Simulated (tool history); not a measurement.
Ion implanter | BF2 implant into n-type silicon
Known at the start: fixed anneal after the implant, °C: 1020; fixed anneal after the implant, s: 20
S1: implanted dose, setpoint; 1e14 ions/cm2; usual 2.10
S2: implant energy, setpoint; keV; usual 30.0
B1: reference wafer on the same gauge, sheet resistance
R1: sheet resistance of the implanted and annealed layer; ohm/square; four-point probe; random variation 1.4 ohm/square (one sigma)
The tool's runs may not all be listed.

run	day	S1	S2	B1	R1
1	0.000	2.34	33.0	515.05	434.50
2	1.658	2.34	33.0	514.69	434.10
3	2.758	2.50	30.0	514.55	414.67
4	5.208	2.10	34.5	514.05	471.08
5	7.221	2.10	34.5	512.69	468.80
6	8.671	2.10	34.5	512.18	469.40
7	11.425	2.10	30.0	510.37	473.68
8	13.067	2.10	30.0	509.85	473.50
9	14.488	2.10	30.0	508.27	474.35
# day 16.167: gauge calibrated
10	17.350	2.51	27.5	514.48	415.97
# day 19.033: extraction supply calibrated
11	19.879	2.10	20.5	514.12	496.29

Run 12 comes next. What will it give?
12	22.404	2.64	23.0	?	?

B1: 513.15
R1: 403.72 ohm/square
Without the tool's hidden state the same run would have given R1 403.10 ohm/square.

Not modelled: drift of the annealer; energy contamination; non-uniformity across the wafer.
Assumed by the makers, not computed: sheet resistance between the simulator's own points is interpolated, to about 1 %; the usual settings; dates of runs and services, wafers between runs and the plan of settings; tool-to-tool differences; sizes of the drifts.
